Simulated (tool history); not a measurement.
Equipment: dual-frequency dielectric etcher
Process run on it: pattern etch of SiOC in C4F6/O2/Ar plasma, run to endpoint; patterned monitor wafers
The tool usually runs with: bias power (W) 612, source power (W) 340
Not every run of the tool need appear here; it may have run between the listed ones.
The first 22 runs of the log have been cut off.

run    hour  bias power (W)  source power (W)  wafers since the last listed run  hours since the last wet clean  hours since the last bias power generator calibration  hours since the last source power generator calibration  hours since the last upper electrode change  incoming incoming film thickness, nm  endpoint time (s)
     2053.3  -- source power generator calibrated
 23  2074.4             612               340                              1253                           698.4                                                 4472.3                                                     21.1                                        212.1                                 32.23               10.3
     2108.9  -- wet clean of the chamber
 24  2134.3             612               370                               476                            25.4                                                 4532.2                                                       81                                          272                                 32.45                9.6
     2198.6  -- bias power generator calibrated
 25  2199.5             612               340                               811                            90.6                                                    0.9                                                    146.2                                        337.2                                 32.56                9.9
 26  2254.1             461               310                               724                           145.2                                                   55.5                                                    200.8                                        391.8                                 32.64               11.5
 27  2312.3             541               280                               771                           203.4                                                  113.7                                                      259                                          450                                 32.93               11.1
 28  2412.7             675               420                              1331                           303.8                                                  214.1                                                    359.4                                        550.4                                 32.57                9.1
 29  2484.7             656               320                               955                           375.8                                                  286.1                                                    431.4                                        622.4                                 32.79               10.1
 30  2578.2             460               390                              1240                           469.3                                                  379.6                                                    524.9                                        715.9                                 32.97               10.9
 31  2680.4             690               270                              1355                           571.5                                                  481.8                                                    627.1                                        818.1                                 32.93               10.4
     2729.5  -- wet clean of the chamber
 32  2772.3             660               260                               900                            42.8                                                  573.7                                                      719                                          910                                 32.51               10.5
 33  2822.8             552               340                               669                            93.3                                                  624.2                                                    769.5                                        960.5                                 32.78               10.4
 34  2875.4             755               390                               697                           145.9                                                  676.8                                                    822.1                                       1013.1                                 32.86                8.9

5 ways to go on from here, each from the tool as it stands after run 34. What would each give?
  A  2875.8             612               410                                 5                           146.3                                                  677.2                                                    822.5                                       1013.5                                 32.55                  ?
  B  2875.8             515               280                                 5                           146.3                                                  677.2                                                    822.5                                       1013.5                                 32.55                  ?
  C  2875.8             729               420                                 5                           146.3                                                  677.2                                                    822.5                                       1013.5                                 32.55                  ?
  D  2875.8             717               260                                 5                           146.3                                                  677.2                                                    822.5                                       1013.5                                 32.55                  ?
  E  2875.8             728               270                                 5                           146.3                                                  677.2                                                    822.5                                       1013.5                                 32.55                  ?

run  endpoint time (s)
  A                9.5
  B               11.4
  C                8.8
  D               10.2
  E                 10
The same runs, with their run-to-run variation unchanged, on a tool lacking any hidden condition would have given:
run  endpoint time (s)
  A                9.4
  B               11.2
  C                8.7
  D                 10
  E                9.8
